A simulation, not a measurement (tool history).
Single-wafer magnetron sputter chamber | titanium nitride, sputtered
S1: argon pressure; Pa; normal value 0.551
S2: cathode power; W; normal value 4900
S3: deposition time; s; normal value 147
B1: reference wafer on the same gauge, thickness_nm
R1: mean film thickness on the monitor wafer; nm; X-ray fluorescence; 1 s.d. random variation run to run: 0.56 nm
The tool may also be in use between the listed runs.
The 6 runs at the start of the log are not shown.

run	day	S1	S2	S3	B1	R1
7	2.979	0.551	4900	147	145.065	121.534
8	3.55	0.551	4900	147	145.206	121.535
9	3.938	0.551	4900	147	144.951	121.867
10	4.562	0.551	4900	147	145.002	121.714
11	5.296	0.551	4900	147	144.828	121.458
12	5.95	0.551	4900	147	144.98	121.343
13	6.233	0.551	4900	147	144.879	119.808
14	7.221	0.551	4900	147	145.012	120.743
15	7.696	0.551	5350	147	144.93	133.015
16	8.075	0.551	4900	147	144.923	120.934
17	8.329	0.403	4350	169	144.997	129.745
18	8.692	0.551	5900	147	144.888	146.901
# day 9.1: capacitance manometer re-zeroed and calibrated
19	9.317	0.551	4900	147	145.102	120.458
# day 10.5: sputter target and shields replaced
20	11.296	0.614	4900	147	144.881	125.207
21	11.625	0.611	4900	125	145.055	106.538
22	12.238	0.551	4900	147	144.911	127.159
# day 12.775: magnet pack replaced
23	12.833	0.551	5400	129	145.062	122.577
24	13.575	0.681	4900	147	144.72	120.102
# day 14.521: gauge calibrated
25	15.683	0.763	4900	147	144.94	114.95
26	15.938	0.406	4900	138	145.058	122.995
27	16.583	0.674	5300	156	144.946	136.301
28	17	0.366	4900	138	145.071	124.779
29	18.596	0.411	5600	118	145.14	120.005
30	19.129	0.551	4900	174	145.02	145.245

Alternative continuations, all from the tool just after run 30; predict every row:
A	19.146	0.626	4900	147	?	?
B	19.146	0.688	4200	124	?	?
C	19.146	0.699	5600	138	?	?
D	19.146	0.751	4900	147	?	?

run	B1	R1
A	144.909	119.772
B	144.909	84.594
C	144.909	125.009
D	144.909	114.273
Take away the tool's hidden state, keep each run's random variation, and the runs would have read:
run	R1
A	127.239
B	89.868
C	132.802
D	121.397

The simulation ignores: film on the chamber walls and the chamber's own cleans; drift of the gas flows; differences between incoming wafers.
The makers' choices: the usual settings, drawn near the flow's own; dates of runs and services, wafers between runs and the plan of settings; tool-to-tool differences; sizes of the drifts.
